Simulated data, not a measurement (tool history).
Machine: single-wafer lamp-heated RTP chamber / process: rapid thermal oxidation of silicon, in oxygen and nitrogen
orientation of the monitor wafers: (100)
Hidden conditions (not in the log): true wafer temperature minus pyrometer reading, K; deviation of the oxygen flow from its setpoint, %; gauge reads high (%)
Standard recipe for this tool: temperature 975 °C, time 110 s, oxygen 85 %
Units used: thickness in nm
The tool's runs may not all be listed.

| run | day | temperature | time | oxygen | wafers since the last listed run | wafers since the last pyrometer calibration | hours since the oxygen flow controller was replaced | hours since the gauge calibration | read-back reference wafer on the same gauge, thickness | thickness |
|---|---|---|---|---|---|---|---|---|---|---|
| 1 | 0 | 975 | 110 | 63 | 0 | 92 | 5062.1 | 1425.4 | 6.401 | 5.366 |
| 2 | 4.267 | 975 | 110 | 63 | 1003 | 1095 | 5164.5 | 1527.8 | 6.402 | 5.368 |
| 3 | 8.267 | 975 | 110 | 78 | 940 | 2036 | 5260.5 | 1623.8 | 6.399 | 5.849 |
| 4 | 9.921 | 975 | 110 | 78 | 389 | 2425 | 5300.2 | 1663.5 | 6.397 | 5.79 |
| 5 | 13.579 | 975 | 110 | 78 | 860 | 3286 | 5388 | 1751.3 | 6.41 | 5.858 |
| 6 | 16.946 | 975 | 133 | 85 | 791 | 4077 | 5468.8 | 1832.1 | 6.4 | 6.555 |
| 7 | 18.996 | 975 | 133 | 85 | 482 | 4560 | 5518 | 1881.3 | 6.405 | 6.6 |
| 8 | 21.871 | 975 | 138 | 85 | 676 | 5236 | 5587 | 1950.3 | 6.396 | 6.749 |
| 9 | 26.292 | 975 | 138 | 85 | 1039 | 6276 | 5693.1 | 2056.4 | 6.393 | 6.753 |
| 10 | 28.05 | 975 | 138 | 85 | 413 | 6689 | 5735.3 | 2098.6 | 6.401 | 6.749 |
| 11 | 29.55 | 975 | 110 | 85 | 352 | 7042 | 5771.3 | 2134.6 | 6.403 | 6.114 |
| 12 | 31.138 | 975 | 110 | 85 | 373 | 7415 | 5809.4 | 2172.7 | 6.397 | 6.179 |
|  | 31.662 | pyrometer window cleaned and pyrometer calibrated |
| 13 | 34.5 | 975 | 110 | 85 | 712 | 667 | 5890.1 | 2253.4 | 6.41 | 6.007 |
| 14 | 36.025 | 975 | 110 | 85 | 358 | 1026 | 5926.7 | 2290 | 6.4 | 6.028 |
| 15 | 38.192 | 975 | 110 | 85 | 509 | 1535 | 5978.7 | 2342 | 6.401 | 6.002 |
|  | 38.779 | gauge calibrated |
| 16 | 40.004 | 989 | 85 | 98 | 426 | 1962 | 6022.2 | 29.4 | 6.395 | 6.283 |
| 17 | 44.125 | 975 | 110 | 85 | 969 | 2931 | 6121.1 | 128.3 | 6.396 | 5.99 |
| 18 | 46.2 | 984 | 110 | 98 | 488 | 3419 | 6170.9 | 178.1 | 6.41 | 6.837 |
|  | 48.9 | oxygen flow controller replaced |
| 19 | 49.004 | 954 | 165 | 74 | 581 | 4000 | 2.5 | 245.4 | 6.39 | 5.924 |
| 20 | 50.933 | 975 | 85 | 93 | 453 | 4454 | 48.8 | 291.7 | 6.397 | 5.576 |
| 21 | 59.292 | 975 | 110 | 85 | 1965 | 6420 | 249.4 | 492.3 | 6.397 | 6.109 |
| 22 | 62.254 | 993 | 126 | 85 | 696 | 7117 | 320.5 | 563.4 | 6.398 | 7.495 |
|  | 63.238 | pyrometer window cleaned and pyrometer calibrated |
| 23 | 64.017 | 975 | 110 | 57 | 336 | 183 | 362.8 | 605.7 | 6.408 | 5.165 |
| 24 | 66.638 | 965 | 134 | 85 | 616 | 799 | 425.7 | 668.6 | 6.402 | 6.035 |
| 25 | 69.65 | 999 | 148 | 98 | 708 | 1508 | 498 | 740.9 | 6.397 | 8.687 |
| 26 | 71.621 | 975 | 110 | 85 | 463 | 1971 | 545.3 | 788.2 | 6.404 | 5.972 |
| 27 | 75.317 | 975 | 85 | 93 | 869 | 2841 | 634 | 876.9 | 6.399 | 5.509 |
| 28 | 77.85 | 952 | 110 | 75 | 595 | 3437 | 694.8 | 937.7 | 6.401 | 4.856 |
| 29 | 79.538 | 1002 | 147 | 85 | 396 | 3833 | 735.3 | 978.2 | 6.397 | 8.414 |
| 30 | 82.379 | 975 | 155 | 98 | 668 | 4502 | 803.5 | 1046.4 | 6.405 | 7.418 |
| 31 | 85.025 | 950 | 89 | 85 | 622 | 5124 | 867 | 1109.9 | 6.405 | 4.575 |

Forecast each of these 5 alternatives for the next run:
| A | 85.046 | 975 | 110 | 85 | 4 | 5129 | 867.5 | 1110.4 | ? | ? |
| B | 85.046 | 991 | 130 | 93 | 4 | 5129 | 867.5 | 1110.4 | ? | ? |
| C | 85.046 | 994 | 76 | 85 | 4 | 5129 | 867.5 | 1110.4 | ? | ? |
| D | 85.046 | 975 | 165 | 98 | 4 | 5129 | 867.5 | 1110.4 | ? | ? |
| E | 85.046 | 967 | 73 | 59 | 4 | 5129 | 867.5 | 1110.4 | ? | ? |

| run | read-back reference wafer on the same gauge, thickness | thickness |
|---|---|---|
| A | 6.403 | 6.054 |
| B | 6.403 | 7.609 |
| C | 6.403 | 5.916 |
| D | 6.403 | 7.658 |
| E | 6.403 | 4.232 |
Had the tool no hidden state, the same runs would have come out as:
| run | thickness |
|---|---|
| A | 5.926 |
| B | 7.449 |
| C | 5.795 |
| D | 7.493 |
| E | 4.15 |
